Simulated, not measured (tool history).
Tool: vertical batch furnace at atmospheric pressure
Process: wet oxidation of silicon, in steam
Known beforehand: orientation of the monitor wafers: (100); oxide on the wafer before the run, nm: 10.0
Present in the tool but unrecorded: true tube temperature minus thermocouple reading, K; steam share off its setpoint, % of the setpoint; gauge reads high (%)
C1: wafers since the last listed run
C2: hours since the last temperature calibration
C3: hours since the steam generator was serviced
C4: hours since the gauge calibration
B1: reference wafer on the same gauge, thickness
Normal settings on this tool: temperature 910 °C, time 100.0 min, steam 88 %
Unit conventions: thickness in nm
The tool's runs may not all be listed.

Run 1, hour 0.0: usual settings but time 137.5 min; C1 0; C2 1273.3; C3 2285.6; C4 149.8; B1 272.13. Result: thickness 307.63 nm.
Run 2, hour 16.8: usual settings but time 137.5 min; C1 234; C2 1290.1; C3 2302.4; C4 166.6; B1 271.91. Result: thickness 308.78 nm.
Run 3, hour 37.9: usual settings but time 137.5 min; C1 294; C2 1311.2; C3 2323.5; C4 187.7; B1 271.87. Result: thickness 306.59 nm.
Run 4, hour 55.4: usual settings but time 65.5 min; C1 244; C2 1328.7; C3 2341.0; C4 205.2; B1 271.86. Result: thickness 168.06 nm.
Run 5, hour 68.0: usual settings but steam 79 %; C1 175; C2 1341.3; C3 2353.6; C4 217.8; B1 271.67. Result: thickness 217.42 nm.
Run 6, hour 86.7: usual settings but steam 79 %; C1 261; C2 1360.0; C3 2372.3; C4 236.5; B1 272.11. Result: thickness 217.29 nm.
Run 7, hour 105.6: usual settings but steam 96 %; C1 263; C2 1378.9; C3 2391.2; C4 255.4; B1 272.01. Result: thickness 254.66 nm.
Run 8, hour 129.6: usual settings but steam 96 %; C1 335; C2 1402.9; C3 2415.2; C4 279.4; B1 272.11. Result: thickness 253.21 nm.
At hour 143.9: gauge calibrated.
At hour 159.1: steam generator serviced.
Run 9, hour 159.6: usual settings but steam 96 %; C1 83; C2 1432.9; C3 0.5; C4 15.7; B1 271.71. Result: thickness 246.86 nm.
Run 10, hour 165.6: usual settings; C1 83; C2 1438.9; C3 6.5; C4 21.7; B1 272.07. Result: thickness 230.42 nm.
Run 11, hour 176.4: usual settings but temperature 930 °C, time 138.0 min, steam 96 %; C1 150; C2 1449.7; C3 17.3; C4 32.5; B1 272.22. Result: thickness 385.16 nm.
Run 12, hour 188.3: usual settings but temperature 899 °C, time 58.5 min; C1 166; C2 1461.6; C3 29.2; C4 44.4; B1 272.18. Result: thickness 128.35 nm.
Run 13, hour 201.9: usual settings but temperature 934 °C; C1 189; C2 1475.2; C3 42.8; C4 58.0; B1 271.79. Result: thickness 292.32 nm.
At hour 236.5: steam generator serviced, repeated, since the last time left the tool worse.
At hour 243.8: thermocouples replaced and temperature profile calibrated.
Run 14, hour 244.3: usual settings; C1 155; C2 0.5; C3 7.8; C4 100.4; B1 271.95. Result: thickness 251.05 nm.
Run 15, hour 250.2: usual settings but temperature 899 °C, time 115.5 min, steam 82 %; C1 82; C2 6.4; C3 13.7; C4 106.3; B1 271.74. Result: thickness 232.76 nm.
Run 16, hour 258.8: usual settings but time 137.5 min; C1 120; C2 15.0; C3 22.3; C4 114.9; B1 272.17. Result: thickness 323.46 nm.
Run 17, hour 283.7: usual settings but temperature 894 °C, steam 82 %; C1 347; C2 39.9; C3 47.2; C4 139.8; B1 272.08. Result: thickness 193.91 nm.
Run 18, hour 296.6: usual settings; C1 180; C2 52.8; C3 60.1; C4 152.7; B1 271.83. Result: thickness 250.31 nm.
Run 19, hour 310.4: usual settings but temperature 932 °C; C1 192; C2 66.6; C3 73.9; C4 166.5; B1 272.11. Result: thickness 310.20 nm.
Run 20, hour 325.1: usual settings; C1 205; C2 81.3; C3 88.6; C4 181.2; B1 271.99. Result: thickness 250.43 nm.

Pick out some run-to-run changes in thickness. Of each, how much would a tool without hidden state show as well, from the settings, what came in and chance, and how much is left for the hidden state and any gauge scatter not in both results compared?
Run 11 -> 12: temperature 930 -> 899, time 138.0 -> 58.5, steam 96 -> 88. thickness -256.81 nm: hidden state +20.38, all else -277.19.
Run 12 -> 13: temperature 899 -> 934, time 58.5 -> 100.0. thickness +163.97 nm: hidden state -13.31, all else +177.28.
Run 13 -> 14: temperature 934 -> 910, steam generator serviced, repeated, since the last time left the tool worse, thermocouples replaced and temperature profile calibrated. thickness -41.27 nm: hidden state +24.44, all else -65.71.

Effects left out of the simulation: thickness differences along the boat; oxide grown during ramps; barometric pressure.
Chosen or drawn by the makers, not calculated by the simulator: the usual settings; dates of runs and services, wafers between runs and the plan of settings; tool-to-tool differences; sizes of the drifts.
